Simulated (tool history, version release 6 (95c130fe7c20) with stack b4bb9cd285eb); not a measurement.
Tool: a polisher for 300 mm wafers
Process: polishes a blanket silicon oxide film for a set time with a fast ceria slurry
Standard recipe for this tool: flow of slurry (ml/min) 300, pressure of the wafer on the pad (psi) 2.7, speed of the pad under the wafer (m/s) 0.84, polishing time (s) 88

run    hour  flow of slurry (ml/min)  pressure of the wafer on the pad (psi)  speed of the pad under the wafer (m/s)  polishing time (s)  incoming thickness of the incoming film, nm  film removed (nm)
  1     0.0                      300                                     2.7                                    0.84                  88                                       3974.5             1160.8
  2    43.8                      300                                     2.7                                    0.84                  88                                       3943.1             1141.1
       97.0  -- worn pad replaced by a new one
  3   135.2                      300                                     2.7                                    0.84                  88                                       3896.4             1160.7
  4   172.7                      300                                     2.7                                    0.84                  88                                       3952.0             1168.7
      193.6  -- head pressure recalibrated
  5   236.2                      370                                     2.7                                    0.70                  88                                       3929.5              999.3
  6   304.1                      370                                     2.7                                    0.70                  88                                       4029.0             1016.1
      325.0  -- slurry nozzle cleaned
  7   380.4                      300                                     2.1                                    0.84                  88                                       3897.2              903.7
  8   430.9                      300                                     2.7                                    0.84                  88                                       4001.8             1150.9
      461.3  -- worn pad replaced by a new one
  9   508.5                      300                                     2.7                                    0.84                  88                                       3906.0             1170.9
 10   597.3                      300                                     2.7                                    0.84                  88                                       3918.7             1162.2
 11   641.0                      300                                     2.7                                    0.84                  88                                       3939.3             1160.2
      643.5  -- slurry nozzle cleaned
      678.6  -- head pressure recalibrated
 12   720.0                      300                                     2.7                                    0.84                  88                                       3944.0             1150.1
 13   778.2                      300                                     2.7                                    0.84                  65                                       3957.5              849.1
      802.1  -- worn pad replaced by a new one
 14   815.0                      300                                     2.7                                    0.62                  62                                       3950.0              633.9
 15   902.4                      365                                     2.7                                    0.84                  88                                       3973.6             1186.7
      966.4  -- slurry nozzle cleaned
 16   980.9                      235                                     3.0                                    0.94                 108                                       3964.6             1668.3
 17  1057.6                      300                                     2.0                                    0.62                  88                                       3940.2              656.5
     1119.9  -- worn pad replaced by a new one
 18  1139.8                      385                                     3.3                                    0.84                  88                                       3993.6             1428.7
     1186.7  -- head pressure recalibrated
 19  1199.3                      370                                     2.7                                    0.70                  88                                       3984.1             1009.9
 20  1306.3                      345                                     3.0                                    0.94                  66                                       3930.6             1073.7
     1346.3  -- slurry nozzle cleaned
 21  1346.8                      385                                     2.7                                    0.84                  88                                       3902.8             1189.9
 22  1409.1                      300                                     3.3                                    0.68                  88                                       3917.0             1173.7
     1467.0  -- worn pad replaced by a new one
 23  1515.4                      300                                     2.7                                    0.84                  88                                       3887.4             1146.8
 24  1577.8                      300                                     2.7                                    0.84                  88                                       3957.9             1157.6
 25  1684.5                      300                                     2.7                                    0.84                  68                                       3906.5              883.8

Branching from run 25: 3 alternative next runs. What would each branch give?
  A  1684.9                      300                                     2.7                                    0.84                  88                                       3965.5                  ?
  B  1684.9                      375                                     2.2                                    1.00                 100                                       3965.5                  ?
  C  1684.9                      300                                     2.2                                    0.70                  88                                       3965.5                  ?

run  film removed (nm)
  A             1153.7
  B             1272.2
  C              801.7
What these runs would have given with no unlogged condition in the tool:
run  film removed (nm)
  A             1153.7
  B             1272.2
  C              801.7

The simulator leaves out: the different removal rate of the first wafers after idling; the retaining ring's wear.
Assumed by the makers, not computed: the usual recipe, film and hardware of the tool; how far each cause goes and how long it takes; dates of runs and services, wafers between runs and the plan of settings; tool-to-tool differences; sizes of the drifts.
